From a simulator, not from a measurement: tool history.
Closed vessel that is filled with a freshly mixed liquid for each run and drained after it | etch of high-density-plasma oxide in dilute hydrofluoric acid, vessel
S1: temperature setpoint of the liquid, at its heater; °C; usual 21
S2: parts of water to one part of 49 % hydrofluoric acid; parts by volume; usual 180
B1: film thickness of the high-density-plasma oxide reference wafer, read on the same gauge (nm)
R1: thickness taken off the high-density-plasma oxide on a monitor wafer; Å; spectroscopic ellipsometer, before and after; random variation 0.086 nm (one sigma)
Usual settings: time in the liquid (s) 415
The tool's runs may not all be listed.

run 1 hour=0 | S1=21 S2=180 time_in_the_liquid_(s)=415 | B1=70.01 | R1=142.8
run 2 hour=8.7 | S1=21 S2=180 time_in_the_liquid_(s)=415 | B1=70 | R1=143.9
run 3 hour=14.8 | S1=21 S2=180 time_in_the_liquid_(s)=415 | B1=70.01 | R1=144.2
run 4 hour=25.8 | S1=21 S2=180 time_in_the_liquid_(s)=415 | B1=70.02 | R1=143.7
run 5 hour=34.6 | S1=21 S2=180 time_in_the_liquid_(s)=415 | B1=70 | R1=142.7
run 6 hour=49.4 | S1=21 S2=180 time_in_the_liquid_(s)=415 | B1=70.01 | R1=142.1
run 7 hour=62.1 | S1=21 S2=180 time_in_the_liquid_(s)=415 | B1=70.03 | R1=142.2
run 8 hour=74.8 | S1=21 S2=180 time_in_the_liquid_(s)=415 | B1=69.99 | R1=142.8
-- hour=119.5 hydrofluoric acid flow meter replaced
run 9 hour=120 | S1=21 S2=180 time_in_the_liquid_(s)=415 | B1=70.01 | R1=143.2
-- hour=129.6 gauge calibrated
run 10 hour=165.2 | S1=21 S2=180 time_in_the_liquid_(s)=415 | B1=70.03 | R1=144.9
run 11 hour=174.2 | S1=21 S2=140 time_in_the_liquid_(s)=415 | B1=70 | R1=197.1
run 12 hour=180.7 | S1=21 S2=140 time_in_the_liquid_(s)=415 | B1=69.97 | R1=194.5
run 13 hour=195.3 | S1=23.5 S2=180 time_in_the_liquid_(s)=550 | B1=69.99 | R1=209.4
run 14 hour=210.7 | S1=25 S2=180 time_in_the_liquid_(s)=415 | B1=70.02 | R1=168.2
run 15 hour=222.1 | S1=21 S2=120 time_in_the_liquid_(s)=225 | B1=70.02 | R1=127.2

Run 16 comes next. What will it give?
run 16 hour=238.2 | S1=21 S2=125 time_in_the_liquid_(s)=415 | B1=? | R1=?

Run 16 gave B1 70.02, R1 223.7 Å.
Without the tool's hidden state the same run would have given R1 198.3 Å.

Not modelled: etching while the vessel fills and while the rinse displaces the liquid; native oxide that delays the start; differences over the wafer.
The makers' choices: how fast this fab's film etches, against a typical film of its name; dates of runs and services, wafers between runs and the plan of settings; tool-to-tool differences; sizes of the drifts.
